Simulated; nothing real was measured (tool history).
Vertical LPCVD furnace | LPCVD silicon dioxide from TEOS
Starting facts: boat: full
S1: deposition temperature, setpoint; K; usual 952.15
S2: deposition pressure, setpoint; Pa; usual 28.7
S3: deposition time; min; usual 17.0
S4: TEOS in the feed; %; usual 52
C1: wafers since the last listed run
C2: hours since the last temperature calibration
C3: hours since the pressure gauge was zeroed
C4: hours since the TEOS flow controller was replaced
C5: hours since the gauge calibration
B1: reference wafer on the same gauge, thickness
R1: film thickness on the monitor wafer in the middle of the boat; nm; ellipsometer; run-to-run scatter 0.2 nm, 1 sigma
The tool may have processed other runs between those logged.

run,hour,S1,S2,S3,S4,C1,C2,C3,C4,C5,B1,R1
1,0.0,952.15,28.7,17.0,52,0,3336.8,2077.0,2666.0,354.4,65.52,59.22
2,24.0,952.15,28.7,17.0,45,464,3360.8,2101.0,2690.0,378.4,65.57,55.65
3,40.2,952.15,28.7,17.0,46,313,3377.0,2117.2,2706.2,394.6,65.60,55.83
4,71.1,942.15,28.7,17.0,52,598,3407.9,2148.1,2737.1,425.5,65.61,46.44
5,94.1,942.15,28.7,17.0,52,445,3430.9,2171.1,2760.1,448.5,65.60,46.90
6,106.8,942.15,28.7,17.0,52,246,3443.6,2183.8,2772.8,461.2,65.56,46.54
7,126.6,952.15,28.7,17.0,52,383,3463.4,2203.6,2792.6,481.0,65.56,59.65
8,147.9,948.15,28.7,17.0,52,412,3484.7,2224.9,2813.9,502.3,65.59,53.68
9,178.8,948.15,28.7,17.0,52,598,3515.6,2255.8,2844.8,533.2,65.55,53.86
10,195.8,948.15,28.7,17.0,52,329,3532.6,2272.8,2861.8,550.2,65.64,54.13
11,208.0,945.15,28.7,17.0,58,236,3544.8,2285.0,2874.0,562.4,65.54,53.33
12,235.7,945.15,28.7,17.0,58,536,3572.5,2312.7,2901.7,590.1,65.62,53.44
13,271.7,945.15,28.7,17.0,58,697,3608.5,2348.7,2937.7,626.1,65.56,53.32
14,302.3,952.15,28.7,17.0,52,592,3639.1,2379.3,2968.3,656.7,65.54,59.88
15,332.1,952.15,28.7,17.0,52,577,3668.9,2409.1,2998.1,686.5,65.61,60.08
16,358.7,952.15,28.7,17.0,52,515,3695.5,2435.7,3024.7,713.1,65.54,59.61
17,383.9,944.15,24.7,11.5,61,488,3720.7,2460.9,3049.9,738.3,65.66,33.67
18,412.3,963.15,32.7,11.0,59,550,3749.1,2489.3,3078.3,766.7,65.61,57.99
19,424.9,952.15,28.7,17.0,55,244,3761.7,2501.9,3090.9,779.3,65.60,62.44
# hour 468.2: TEOS flow controller replaced
20,468.7,952.15,28.7,22.0,52,383,3805.5,2545.7,0.5,823.1,65.61,78.40
21,486.8,952.15,28.7,17.0,52,350,3823.6,2563.8,18.6,841.2,65.58,60.25
# hour 541.2: gauge calibrated
# hour 548.4: pressure gauge zeroed
22,548.9,952.15,28.7,17.0,52,738,3885.7,0.5,80.7,7.7,65.62,60.45
# hour 587.4: thermocouples replaced and temperature profile calibrated
23,587.9,952.15,28.7,13.5,43,290,0.5,39.5,119.7,46.7,65.61,40.19
24,594.6,952.15,28.7,12.0,52,129,7.2,46.2,126.4,53.4,65.59,39.20
25,619.2,958.15,31.3,21.0,52,476,31.8,70.8,151.0,78.0,65.56,84.05
26,641.5,956.15,26.0,20.5,58,431,54.1,93.1,173.3,100.3,65.61,74.75
27,658.4,952.15,34.7,17.0,52,327,71.0,110.0,190.2,117.2,65.60,61.87
28,685.2,952.15,28.7,17.0,52,519,97.8,136.8,217.0,144.0,65.64,55.96
29,711.7,952.15,31.3,17.0,52,513,124.3,163.3,243.5,170.5,65.58,58.64
30,746.6,952.15,28.7,17.0,52,676,159.2,198.2,278.4,205.4,65.60,55.80
31,769.1,949.15,28.7,17.0,52,435,181.7,220.7,300.9,227.9,65.61,52.07
32,800.4,962.15,28.7,20.0,52,606,213.0,252.0,332.2,259.2,65.62,83.76

Forecast each of these 3 alternatives for the next run:
A,804.8,952.15,28.7,17.0,52,85,217.4,256.4,336.6,263.6,?,?
B,804.8,952.15,28.7,20.5,52,85,217.4,256.4,336.6,263.6,?,?
C,804.8,952.15,31.3,14.0,49,85,217.4,256.4,336.6,263.6,?,?

run,B1,R1
A,65.62,55.41
B,65.62,66.82
C,65.62,46.31
What these runs would have given with no unlogged condition in the tool:
run,R1
A,55.04
B,66.38
C,46.01

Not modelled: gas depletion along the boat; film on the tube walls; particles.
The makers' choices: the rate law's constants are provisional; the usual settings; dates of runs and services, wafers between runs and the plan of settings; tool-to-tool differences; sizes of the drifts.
